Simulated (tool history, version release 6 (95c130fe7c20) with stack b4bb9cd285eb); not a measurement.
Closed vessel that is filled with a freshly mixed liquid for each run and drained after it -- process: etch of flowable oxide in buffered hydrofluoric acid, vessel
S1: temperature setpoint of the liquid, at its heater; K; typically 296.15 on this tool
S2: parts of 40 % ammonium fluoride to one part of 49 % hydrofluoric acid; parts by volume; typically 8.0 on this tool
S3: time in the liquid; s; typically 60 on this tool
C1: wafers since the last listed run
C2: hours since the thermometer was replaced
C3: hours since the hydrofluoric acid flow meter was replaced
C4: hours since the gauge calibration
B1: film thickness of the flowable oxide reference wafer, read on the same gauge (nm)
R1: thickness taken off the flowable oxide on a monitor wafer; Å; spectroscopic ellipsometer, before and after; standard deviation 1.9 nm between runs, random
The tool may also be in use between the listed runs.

{"run": 1, "hour": 0.0, "S1": 298.15, "S2": 8.0, "S3": 60, "C1": 0, "C2": 993.2, "C3": 1383.1, "C4": 42.3, "B1": 90.03, "R1": 2980.9}
{"run": 2, "hour": 60.6, "S1": 298.15, "S2": 8.0, "S3": 60, "C1": 6032, "C2": 1053.8, "C3": 1443.7, "C4": 102.9, "B1": 90.01, "R1": 2935.3}
{"run": 3, "hour": 87.6, "S1": 298.15, "S2": 8.0, "S3": 60, "C1": 2687, "C2": 1080.8, "C3": 1470.7, "C4": 129.9, "B1": 90.0, "R1": 2987.2}
{"run": 4, "hour": 124.4, "S1": 292.65, "S2": 8.0, "S3": 40, "C1": 3663, "C2": 1117.6, "C3": 1507.5, "C4": 166.7, "B1": 90.0, "R1": 1458.6}
{"run": 5, "hour": 156.0, "S1": 292.65, "S2": 8.0, "S3": 40, "C1": 3145, "C2": 1149.2, "C3": 1539.1, "C4": 198.3, "B1": 90.02, "R1": 1463.8}
{"run": 6, "hour": 194.1, "S1": 293.65, "S2": 8.0, "S3": 60, "C1": 3792, "C2": 1187.3, "C3": 1577.2, "C4": 236.4, "B1": 90.0, "R1": 2322.5}
{"run": 7, "hour": 258.8, "S1": 296.15, "S2": 8.0, "S3": 60, "C1": 6440, "C2": 1252.0, "C3": 1641.9, "C4": 301.1, "B1": 89.99, "R1": 2691.3}
{"run": 8, "hour": 327.5, "S1": 296.15, "S2": 8.0, "S3": 60, "C1": 6838, "C2": 1320.7, "C3": 1710.6, "C4": 369.8, "B1": 89.99, "R1": 2741.1}
{"hour": 353.3, "done": "hydrofluoric acid flow meter replaced"}
{"run": 9, "hour": 397.6, "S1": 296.15, "S2": 8.0, "S3": 60, "C1": 6878, "C2": 1390.8, "C3": 44.3, "C4": 439.9, "B1": 89.98, "R1": 2442.3}
{"run": 10, "hour": 443.9, "S1": 296.15, "S2": 8.0, "S3": 60, "C1": 4608, "C2": 1437.1, "C3": 90.6, "C4": 486.2, "B1": 90.01, "R1": 2450.4}
{"run": 11, "hour": 475.2, "S1": 296.15, "S2": 6.0, "S3": 60, "C1": 3115, "C2": 1468.4, "C3": 121.9, "C4": 517.5, "B1": 89.96, "R1": 3246.3}
{"hour": 515.4, "done": "thermometer replaced"}
{"run": 12, "hour": 517.4, "S1": 296.15, "S2": 6.0, "S3": 60, "C1": 4101, "C2": 2.0, "C3": 164.1, "C4": 559.7, "B1": 90.0, "R1": 3241.8}
{"run": 13, "hour": 571.0, "S1": 296.15, "S2": 8.0, "S3": 60, "C1": 5335, "C2": 55.6, "C3": 217.7, "C4": 613.3, "B1": 89.97, "R1": 2449.7}
{"run": 14, "hour": 601.2, "S1": 292.15, "S2": 5.5, "S3": 40, "C1": 3006, "C2": 85.8, "C3": 247.9, "C4": 643.5, "B1": 90.0, "R1": 1870.1}
{"hour": 606.4, "done": "gauge calibrated"}
{"run": 15, "hour": 712.8, "S1": 293.65, "S2": 9.0, "S3": 90, "C1": 11108, "C2": 197.4, "C3": 359.5, "C4": 106.4, "B1": 90.0, "R1": 2830.6}
{"run": 16, "hour": 751.8, "S1": 292.15, "S2": 8.0, "S3": 40, "C1": 3882, "C2": 236.4, "C3": 398.5, "C4": 145.4, "B1": 89.99, "R1": 1334.7}
{"run": 17, "hour": 789.1, "S1": 296.15, "S2": 8.0, "S3": 60, "C1": 3712, "C2": 273.7, "C3": 435.8, "C4": 182.7, "B1": 89.98, "R1": 2501.0}
{"run": 18, "hour": 850.1, "S1": 300.15, "S2": 8.0, "S3": 95, "C1": 6071, "C2": 334.7, "C3": 496.8, "C4": 243.7, "B1": 90.0, "R1": 4963.7}
{"run": 19, "hour": 895.2, "S1": 292.15, "S2": 8.0, "S3": 60, "C1": 4489, "C2": 379.8, "C3": 541.9, "C4": 288.8, "B1": 90.03, "R1": 2028.8}
{"run": 20, "hour": 942.3, "S1": 300.15, "S2": 6.5, "S3": 85, "C1": 4688, "C2": 426.9, "C3": 589.0, "C4": 335.9, "B1": 89.98, "R1": 5440.7}
{"run": 21, "hour": 1008.5, "S1": 296.15, "S2": 8.0, "S3": 95, "C1": 6589, "C2": 493.1, "C3": 655.2, "C4": 402.1, "B1": 89.98, "R1": 4037.2}
{"run": 22, "hour": 1045.2, "S1": 293.15, "S2": 5.5, "S3": 50, "C1": 3653, "C2": 529.8, "C3": 691.9, "C4": 438.8, "B1": 89.98, "R1": 2518.0}
{"run": 23, "hour": 1071.4, "S1": 296.15, "S2": 8.0, "S3": 85, "C1": 2607, "C2": 556.0, "C3": 718.1, "C4": 465.0, "B1": 90.01, "R1": 3574.1}
{"run": 24, "hour": 1134.6, "S1": 298.65, "S2": 6.5, "S3": 50, "C1": 6290, "C2": 619.2, "C3": 781.3, "C4": 528.2, "B1": 90.05, "R1": 3009.9}

Below are 4 alternative next runs, each starting from the tool's condition after run 24. Predict each:
{"run": "A", "hour": 1135.3, "S1": 296.15, "S2": 8.0, "S3": 60, "C1": 69, "C2": 619.9, "C3": 782.0, "C4": 528.9, "B1": "?", "R1": "?"}
{"run": "B", "hour": 1135.3, "S1": 291.65, "S2": 7.0, "S3": 60, "C1": 69, "C2": 619.9, "C3": 782.0, "C4": 528.9, "B1": "?", "R1": "?"}
{"run": "C", "hour": 1135.3, "S1": 291.65, "S2": 9.0, "S3": 60, "C1": 69, "C2": 619.9, "C3": 782.0, "C4": 528.9, "B1": "?", "R1": "?"}
{"run": "D", "hour": 1135.3, "S1": 299.15, "S2": 9.5, "S3": 60, "C1": 69, "C2": 619.9, "C3": 782.0, "C4": 528.9, "B1": "?", "R1": "?"}

run=A B1=89.99 R1=2581.3
run=B B1=89.99 R1=2294.0
run=C B1=89.99 R1=1768.6
run=D B1=89.99 R1=2522.1
Had the tool no hidden state, the same runs would have come out as:
run=A R1=2428.4
run=B R1=2183.9
run=C R1=1663.4
run=D R1=2431.4
